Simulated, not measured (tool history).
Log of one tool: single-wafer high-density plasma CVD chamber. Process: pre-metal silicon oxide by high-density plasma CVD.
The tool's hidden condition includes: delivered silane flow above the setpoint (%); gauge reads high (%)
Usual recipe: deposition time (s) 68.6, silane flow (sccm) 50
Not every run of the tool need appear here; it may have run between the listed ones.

run,hour,deposition time (s),silane flow (sccm),wafers since the last listed run,hours since the silane flow controller was replaced,hours since the gauge calibration,"read-back reference wafer on the same gauge, thickness_nm",mean film thickness on the monitor wafer (Å)
1,0.0,68.6,50,0,1250.1,353.4,379.119,4303.81
2,12.9,68.6,50,269,1263.0,366.3,379.057,4298.10
3,33.6,68.6,50,432,1283.7,387.0,378.768,4306.88
4,57.0,68.6,50,488,1307.1,410.4,379.127,4332.09
5,84.9,68.6,50,582,1335.0,438.3,379.522,4336.68
6,103.1,68.6,50,379,1353.2,456.5,379.200,4288.18
7,131.1,68.6,50,584,1381.2,484.5,379.568,4324.26
8,163.7,68.6,50,680,1413.8,517.1,378.765,4295.19
9,177.5,68.6,50,288,1427.6,530.9,378.896,4349.02
10,199.3,68.6,50,455,1449.4,552.7,379.739,4346.38
# hour 212.2: gauge calibrated
11,221.1,68.6,50,455,1471.2,8.9,379.244,4338.99
12,255.0,58.5,58,707,1505.1,42.8,378.525,4304.19
13,285.6,68.6,50,638,1535.7,73.4,378.433,4333.25
14,335.9,68.6,50,1049,1586.0,123.7,378.956,4357.81
15,351.4,68.6,50,323,1601.5,139.2,379.530,4324.33
16,374.2,59.0,57,475,1624.3,162.0,378.877,4267.44
# hour 392.2: silane flow controller replaced
17,402.1,76.2,40,415,9.9,189.9,378.639,3692.11
18,430.7,80.6,60,596,38.5,218.5,378.829,5852.14
19,455.3,73.5,44,513,63.1,243.1,378.441,3934.23
20,471.3,68.6,50,333,79.1,259.1,379.357,4169.81
21,484.7,79.8,42,279,92.5,272.5,378.370,4080.98
22,496.8,65.0,48,252,104.6,284.6,378.491,3775.82
23,527.6,61.1,50,642,135.4,315.4,378.691,3712.35

Below are 4 alternative next runs, each starting from the tool's condition after run 23. Predict each:
A,528.0,68.6,41,8,135.8,315.8,?,?
B,528.0,61.3,60,8,135.8,315.8,?,?
C,528.0,68.6,43,8,135.8,315.8,?,?
D,528.0,77.6,44,8,135.8,315.8,?,?

run,"read-back reference wafer on the same gauge, thickness_nm",mean film thickness on the monitor wafer (Å)
A,379.051,3425.98
B,379.051,4480.11
C,379.051,3593.10
D,379.051,4159.02
Without the tool's hidden state the same runs would have given:
run,mean film thickness on the monitor wafer (Å)
A,3381.75
B,4422.28
C,3546.72
D,4105.33

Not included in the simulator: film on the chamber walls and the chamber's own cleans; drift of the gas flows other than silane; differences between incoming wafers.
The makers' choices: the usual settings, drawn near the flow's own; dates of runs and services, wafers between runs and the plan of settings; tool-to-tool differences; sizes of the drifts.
